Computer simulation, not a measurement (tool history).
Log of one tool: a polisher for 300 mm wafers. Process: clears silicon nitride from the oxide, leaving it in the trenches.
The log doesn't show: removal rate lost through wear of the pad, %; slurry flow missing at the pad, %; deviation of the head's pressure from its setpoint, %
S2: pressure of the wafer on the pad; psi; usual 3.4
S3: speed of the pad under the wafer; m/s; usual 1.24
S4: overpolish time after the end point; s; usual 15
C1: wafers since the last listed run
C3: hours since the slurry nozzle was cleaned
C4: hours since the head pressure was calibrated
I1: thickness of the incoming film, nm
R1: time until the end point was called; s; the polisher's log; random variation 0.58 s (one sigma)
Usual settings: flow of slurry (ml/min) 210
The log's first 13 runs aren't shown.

run 14 day=40.604 | flow_of_slurry_(ml/min)=210 S2=3.4 S3=1.46 S4=15 | C1=1016 wafers_polished_on_this_pad=4258 C3=443.0 C4=1301.4 | I1=108.7 | R1=62.3
-- day=47.783 slurry nozzle cleaned
-- day=52.754 worn pad replaced by a new one
run 15 day=53.925 | flow_of_slurry_(ml/min)=210 S2=3.4 S3=1.46 S4=15 | C1=4538 wafers_polished_on_this_pad=405 C3=147.4 C4=1621.1 | I1=109.2 | R1=58.2
-- day=55.267 head pressure recalibrated
run 16 day=57.512 | flow_of_slurry_(ml/min)=210 S2=3.4 S3=1.46 S4=15 | C1=1212 wafers_polished_on_this_pad=1618 C3=233.5 C4=53.9 | I1=109.0 | R1=55.6
run 17 day=61.412 | flow_of_slurry_(ml/min)=210 S2=3.4 S3=0.92 S4=15 | C1=1349 wafers_polished_on_this_pad=2968 C3=327.1 C4=147.5 | I1=112.0 | R1=92.8
run 18 day=65.738 | flow_of_slurry_(ml/min)=210 S2=3.4 S3=1.66 S4=11 | C1=1496 wafers_polished_on_this_pad=4465 C3=430.9 C4=251.3 | I1=108.1 | R1=51.5
run 19 day=69.158 | flow_of_slurry_(ml/min)=210 S2=3.4 S3=1.24 S4=15 | C1=1183 wafers_polished_on_this_pad=5649 C3=513.0 C4=333.4 | I1=109.8 | R1=71.1
run 20 day=72.104 | flow_of_slurry_(ml/min)=210 S2=3.4 S3=1.24 S4=15 | C1=1019 wafers_polished_on_this_pad=6668 C3=583.7 C4=404.1 | I1=110.3 | R1=72.6
-- day=73.792 slurry nozzle cleaned
run 21 day=74.733 | flow_of_slurry_(ml/min)=210 S2=3.4 S3=1.64 S4=24 | C1=895 wafers_polished_on_this_pad=7564 C3=22.6 C4=467.2 | I1=109.2 | R1=50.5
-- day=76.354 worn pad replaced by a new one
run 22 day=77.008 | flow_of_slurry_(ml/min)=155 S2=2.6 S3=1.24 S4=23 | C1=729 wafers_polished_on_this_pad=225 C3=77.2 C4=521.8 | I1=111.4 | R1=94.0
run 23 day=80.083 | flow_of_slurry_(ml/min)=155 S2=3.4 S3=1.42 S4=15 | C1=1064 wafers_polished_on_this_pad=1290 C3=151.0 C4=595.6 | I1=112.1 | R1=64.9
run 24 day=83.775 | flow_of_slurry_(ml/min)=210 S2=3.4 S3=1.24 S4=15 | C1=1277 wafers_polished_on_this_pad=2567 C3=239.6 C4=684.2 | I1=111.2 | R1=70.0
run 25 day=88.217 | flow_of_slurry_(ml/min)=175 S2=4.5 S3=1.42 S4=12 | C1=1537 wafers_polished_on_this_pad=4104 C3=346.2 C4=790.8 | I1=111.0 | R1=49.2

Run 26 comes next. What will it give?
run 26 day=92.592 | flow_of_slurry_(ml/min)=210 S2=2.7 S3=1.24 S4=8 | C1=1514 wafers_polished_on_this_pad=5619 C3=451.2 C4=895.8 | I1=110.7 | R1=?

R1: 92.2 s
Without the tool's hidden state the same run would have given R1 82.8 s.

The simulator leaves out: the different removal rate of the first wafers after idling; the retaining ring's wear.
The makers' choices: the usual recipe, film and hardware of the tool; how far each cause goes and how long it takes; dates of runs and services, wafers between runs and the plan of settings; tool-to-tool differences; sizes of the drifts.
